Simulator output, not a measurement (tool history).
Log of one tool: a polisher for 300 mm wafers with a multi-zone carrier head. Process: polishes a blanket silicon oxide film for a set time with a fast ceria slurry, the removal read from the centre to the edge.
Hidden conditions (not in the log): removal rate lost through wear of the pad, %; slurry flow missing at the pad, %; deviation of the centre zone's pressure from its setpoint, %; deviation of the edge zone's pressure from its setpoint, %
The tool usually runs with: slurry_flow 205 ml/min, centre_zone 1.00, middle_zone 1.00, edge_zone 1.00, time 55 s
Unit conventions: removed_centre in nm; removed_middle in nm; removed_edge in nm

run	hour	slurry_flow	centre_zone	middle_zone	edge_zone	time	wafers since the last listed run	wafers polished on this pad	hours since the slurry nozzle was cleaned	hours since the centre zone pressure was calibrated	hours since the edge zone pressure was calibrated	hours since the carrier head's membrane was replaced	incoming thickness of the incoming film, nm	removed_centre	removed_middle	removed_edge
1	0.0	205	1.00	1.00	1.00	55	0	7	394.8	635.3	943.1	1519.6	2113.8	608.2	594.3	588.0
2	15.7	205	1.00	1.00	1.00	55	232	239	410.5	651.0	958.8	1535.3	2152.8	580.8	580.1	575.3
# hour 36.8: carrier head's membrane replaced by a new one
3	40.9	205	1.00	1.00	1.00	55	299	538	435.7	676.2	984.0	4.1	2126.3	579.0	558.1	548.3
4	75.3	205	1.00	1.00	0.92	55	509	1048	470.1	710.6	1018.4	38.5	2149.9	554.1	543.4	517.3
5	89.0	205	1.00	1.00	0.92	55	202	1251	483.8	724.3	1032.1	52.2	2092.2	547.4	531.6	508.6
6	122.1	205	1.00	1.00	1.07	55	490	1741	516.9	757.4	1065.2	85.3	2131.8	544.9	524.4	546.5
# hour 138.2: edge zone pressure recalibrated
7	143.0	205	0.96	1.00	1.00	55	279	2021	537.8	778.3	4.8	106.2	2141.3	513.7	532.1	517.7
# hour 153.5: centre zone pressure recalibrated
8	167.4	205	0.90	0.93	1.00	40	331	2353	562.2	13.9	29.2	130.6	2111.4	347.3	361.6	380.3
# hour 175.3: slurry nozzle cleaned
9	182.2	225	1.00	1.00	1.09	40	204	2557	6.9	28.7	44.0	145.4	2134.0	391.6	389.6	397.3
# hour 203.3: worn pad replaced by a new one, of another model than before
10	206.4	205	0.89	0.91	1.00	55	299	46	31.1	52.9	68.2	169.6	2107.5	536.3	548.2	587.7
11	236.3	205	1.00	0.96	1.00	55	442	488	61.0	82.8	98.1	199.5	2117.2	560.7	544.4	562.4
12	265.7	205	1.00	1.11	0.95	55	435	924	90.4	112.2	127.5	228.9	2126.5	553.3	603.0	531.6
13	281.2	170	1.00	1.09	1.00	55	229	1153	105.9	127.7	143.0	244.4	2128.0	531.3	568.0	522.5
14	308.1	165	1.05	1.05	1.00	55	398	1552	132.8	154.6	169.9	271.3	2099.3	552.4	546.9	521.3
15	391.9	205	1.00	1.00	1.00	55	1241	2793	216.6	238.4	253.7	355.1	2113.7	534.7	517.9	510.3
# hour 405.1: worn pad replaced by a new one
16	410.7	205	1.00	1.00	1.00	55	219	82	235.4	257.2	272.5	373.9	2110.9	597.2	585.8	597.4
17	452.5	205	1.00	1.00	1.00	55	619	701	277.2	299.0	314.3	415.7	2137.2	565.7	546.1	546.6
18	472.6	205	1.00	1.00	1.00	46	297	999	297.3	319.1	334.4	435.8	2117.3	467.8	449.1	450.6
19	496.0	205	0.90	1.08	1.00	55	346	1345	320.7	342.5	357.8	459.2	2119.4	483.3	579.6	536.0
20	522.1	265	1.00	1.00	1.00	55	386	1732	346.8	368.6	383.9	485.3	2136.2	558.0	543.7	547.1
21	557.8	230	1.00	1.10	0.90	70	528	2260	382.5	404.3	419.6	521.0	2128.1	699.9	735.1	636.4
22	578.5	205	1.05	1.00	1.05	55	306	2567	403.2	425.0	440.3	541.7	2087.6	553.7	526.3	534.4

Hidden state at the last listed run before each entry between runs and at the first one after, where it differs:
From run 2 to run 3: carrier head's membrane replaced by a new one (hour 36.8)
  removal rate lost through wear of the pad, %: 4.28 -> 7.54
  measured minus no-state result, removed_centre: -25.9 -> -47.3 nm; removed_middle: -25.9 -> -45.5 nm; removed_edge: -25.7 -> -44.8 nm
From run 6 to run 7: edge zone pressure recalibrated (hour 138.2)
  removal rate lost through wear of the pad, %: 12.2 -> 12.6
  measured minus no-state result, removed_centre: -75.5 -> -74.2 nm; removed_middle: -72.6 -> -76.9 nm; removed_edge: -75.6 -> -74.9 nm
From run 7 to run 8: centre zone pressure recalibrated (hour 153.5)
  removal rate lost through wear of the pad, %: 12.6 -> 13
  measured minus no-state result, removed_centre: -74.2 -> -52.0 nm; removed_middle: -76.9 -> -54.1 nm; removed_edge: -74.9 -> -56.9 nm
From run 8 to run 9: slurry nozzle cleaned (hour 175.3)
  removal rate lost through wear of the pad, %: 13 -> 13.2
  measured minus no-state result, removed_centre: -52.0 -> -59.4 nm; removed_middle: -54.1 -> -59.1 nm; removed_edge: -56.9 -> -60.3 nm
From run 9 to run 10: worn pad replaced by a new one, of another model than before (hour 203.3)
  removal rate lost through wear of the pad, %: 13.2 -> 2.36
  measured minus no-state result, removed_centre: -59.4 -> -13.0 nm; removed_middle: -59.1 -> -13.3 nm; removed_edge: -60.3 -> -14.3 nm
From run 15 to run 16: worn pad replaced by a new one (hour 405.1)
  removal rate lost through wear of the pad, %: 13.6 -> 2.61
  measured minus no-state result, removed_centre: -84.4 -> -16.0 nm; removed_middle: -81.7 -> -15.7 nm; removed_edge: -80.5 -> -16.0 nm
